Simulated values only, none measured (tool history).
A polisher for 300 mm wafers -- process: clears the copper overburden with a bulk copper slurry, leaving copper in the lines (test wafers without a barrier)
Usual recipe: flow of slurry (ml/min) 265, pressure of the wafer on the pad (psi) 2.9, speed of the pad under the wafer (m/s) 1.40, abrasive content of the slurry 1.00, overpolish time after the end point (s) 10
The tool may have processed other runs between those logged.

run,day,flow of slurry (ml/min),pressure of the wafer on the pad (psi),speed of the pad under the wafer (m/s),abrasive content of the slurry,overpolish time after the end point (s),"incoming thickness of the incoming film, nm",time until the end point was called (s),dishing of a wide line in a test structure (angstrom)
1,0.000,265,2.9,1.68,1.00,8,873.5,49.7,638
# day 2.971: worn pad replaced by a new one
2,3.833,265,2.9,1.68,1.00,8,876.0,46.2,664
3,6.529,265,2.9,1.40,1.00,10,871.6,54.0,705
# day 8.854: slurry nozzle cleaned
4,8.875,265,2.9,1.40,1.00,10,870.8,53.8,697
5,11.629,265,2.9,1.40,1.00,10,879.0,54.7,727
# day 13.204: slurry blender recalibrated
6,15.450,265,2.9,1.40,1.00,10,879.1,54.8,691
# day 27.129: worn pad replaced by a new one
7,28.333,265,2.9,1.40,1.00,10,860.7,50.3,725
# day 30.538: slurry nozzle cleaned
8,30.758,265,2.9,1.40,1.00,6,865.3,51.0,526
# day 34.408: head pressure recalibrated
9,34.467,265,2.9,1.40,1.00,6,876.0,60.6,460
10,36.508,265,2.9,1.40,1.00,10,877.2,59.9,649
11,39.525,265,2.9,1.40,1.00,10,891.2,61.4,649
# day 40.458: slurry blender recalibrated
12,42.379,300,2.9,1.40,1.00,10,896.1,59.9,647
13,46.712,265,2.9,1.40,1.00,10,880.0,60.4,649
14,49.175,265,2.9,1.40,1.00,10,869.8,59.3,674
# day 50.371: worn pad replaced by a new one
# day 52.100: slurry nozzle cleaned
15,52.825,300,2.9,1.40,1.10,10,877.3,53.9,693
16,55.821,265,2.9,1.04,1.00,10,874.6,72.4,591
17,58.446,265,2.3,1.40,1.00,5,869.5,70.4,349
18,60.517,265,2.6,1.68,1.00,10,885.1,54.6,674
19,63.671,265,2.9,1.80,1.20,10,882.4,46.3,780
# day 64.429: slurry blender recalibrated
20,65.958,265,2.9,1.04,1.00,10,883.2,73.1,590
21,67.967,300,2.9,1.40,1.10,10,881.3,56.6,705
# day 74.912: worn pad replaced by a new one
22,78.633,265,2.1,1.40,1.00,10,887.2,73.7,551
# day 80.404: slurry nozzle cleaned
23,80.929,335,2.9,1.40,1.00,10,878.2,53.3,733
24,84.338,265,2.9,1.40,1.00,10,882.4,54.0,712
# day 84.900: head pressure recalibrated
# day 89.517: slurry blender recalibrated
25,91.704,265,2.6,1.40,0.70,10,866.2,67.2,576
26,94.804,345,2.9,1.22,1.20,16,867.5,61.7,816
# day 98.658: worn pad replaced by a new one
27,99.079,180,2.3,1.40,1.00,10,888.3,74.9,580
28,102.212,265,2.9,1.40,1.10,10,893.8,55.8,700

List, for all runs, the conditions of the tool that the log does not record:
slurry flow missing at the pad, %: 0 at every run
abrasive missing from the slurry, %: 0 at every run
H1: removal rate lost through wear of the pad, %
H2: deviation of the head's pressure from its setpoint, %
run,H1,H2
1,9.03,6.33
2,0.928,7.21
3,3.08,7.83
4,4.47,8.37
5,5.67,9
6,6.8,9.88
7,1.61,12.8
8,3.5,13.4
9,5.51,-0.479
10,6.3,-0.0102
11,7.15,0.682
12,7.72,1.34
13,8.29,2.33
14,8.51,2.9
15,2.37,3.73
16,4.31,4.42
17,5.53,5.03
18,6.26,5.5
19,7.07,6.22
20,7.49,6.75
21,7.78,7.21
22,3.39,9.66
23,4.72,10.2
24,6.14,11
25,7.79,2.4
26,8.15,3.11
27,0.887,4.09
28,3.46,4.81
